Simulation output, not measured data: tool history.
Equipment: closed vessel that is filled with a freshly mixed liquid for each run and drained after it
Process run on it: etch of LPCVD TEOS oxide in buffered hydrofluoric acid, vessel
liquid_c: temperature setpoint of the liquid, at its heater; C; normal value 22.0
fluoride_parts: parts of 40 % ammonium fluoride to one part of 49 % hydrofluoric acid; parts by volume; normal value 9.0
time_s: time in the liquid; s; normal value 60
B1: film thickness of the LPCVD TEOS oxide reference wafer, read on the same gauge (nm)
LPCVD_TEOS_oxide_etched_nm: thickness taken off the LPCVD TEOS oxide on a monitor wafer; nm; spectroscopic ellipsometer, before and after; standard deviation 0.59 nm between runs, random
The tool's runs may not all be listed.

Run 1, hour 0.0: usual settings; B1 80.00. Result: LPCVD_TEOS_oxide_etched_nm 276.22 nm.
Run 2, hour 8.0: usual settings; B1 79.99. Result: LPCVD_TEOS_oxide_etched_nm 276.57 nm.
Run 3, hour 25.4: usual settings; B1 79.97. Result: LPCVD_TEOS_oxide_etched_nm 275.45 nm.
Run 4, hour 34.0: usual settings but fluoride_parts 11.5 parts by volume; B1 80.05. Result: LPCVD_TEOS_oxide_etched_nm 225.10 nm.
Run 5, hour 60.5: usual settings but fluoride_parts 11.5 parts by volume; B1 80.01. Result: LPCVD_TEOS_oxide_etched_nm 225.61 nm.
At hour 72.9: thermometer replaced.
Run 6, hour 76.9: usual settings but fluoride_parts 11.5 parts by volume; B1 80.01. Result: LPCVD_TEOS_oxide_etched_nm 202.62 nm.
At hour 78.5: hydrofluoric acid flow meter replaced.
Run 7, hour 94.9: usual settings; B1 79.99. Result: LPCVD_TEOS_oxide_etched_nm 248.46 nm.
Run 8, hour 103.2: usual settings; B1 79.96. Result: LPCVD_TEOS_oxide_etched_nm 250.07 nm.
Run 9, hour 111.9: usual settings but liquid_c 20.0 C, fluoride_parts 12.0 parts by volume, time_s 30 s; B1 80.01. Result: LPCVD_TEOS_oxide_etched_nm 87.69 nm.
Run 10, hour 122.8: usual settings but liquid_c 27.0 C, time_s 30 s; B1 80.03. Result: LPCVD_TEOS_oxide_etched_nm 163.42 nm.
At hour 125.1: gauge calibrated.
Run 11, hour 131.3: usual settings but liquid_c 17.5 C, time_s 40 s; B1 80.01. Result: LPCVD_TEOS_oxide_etched_nm 129.49 nm.
Run 12, hour 143.0: usual settings but time_s 50 s; B1 80.06. Result: LPCVD_TEOS_oxide_etched_nm 207.25 nm.
Run 13, hour 157.6: usual settings; B1 79.99. Result: LPCVD_TEOS_oxide_etched_nm 249.10 nm.
Run 14, hour 171.5: usual settings but liquid_c 25.0 C, time_s 50 s; B1 79.99. Result: LPCVD_TEOS_oxide_etched_nm 245.10 nm.
Run 15, hour 180.6: usual settings but liquid_c 19.0 C, time_s 75 s; B1 80.01. Result: LPCVD_TEOS_oxide_etched_nm 264.17 nm.
Run 16, hour 188.5: usual settings; B1 79.98. Result: LPCVD_TEOS_oxide_etched_nm 250.69 nm.

Consider 4 possible next runs. They are alternatives, not a sequence: every one starts from the tool as it was left by run 16. What does each give?
Run A, hour 189.2: usual settings but liquid_c 26.0 C; B1 ?. Result: LPCVD_TEOS_oxide_etched_nm ?.
Run B, hour 189.2: usual settings but time_s 70 s; B1 ?. Result: LPCVD_TEOS_oxide_etched_nm ?.
Run C, hour 189.2: usual settings but fluoride_parts 8.0 parts by volume; B1 ?. Result: LPCVD_TEOS_oxide_etched_nm ?.
Run D, hour 189.2: usual settings but liquid_c 27.0 C, fluoride_parts 10.0 parts by volume, time_s 85 s; B1 ?. Result: LPCVD_TEOS_oxide_etched_nm ?.

run     B1  LPCVD_TEOS_oxide_etched_nm
  A  80.01                      310.45
  B  80.01                      291.44
  C  80.01                      283.86
  D  80.01                      434.23
What these runs would have given with no unlogged condition in the tool:
run  LPCVD_TEOS_oxide_etched_nm
  A                      302.71
  B                      283.99
  C                      276.60
  D                      423.47
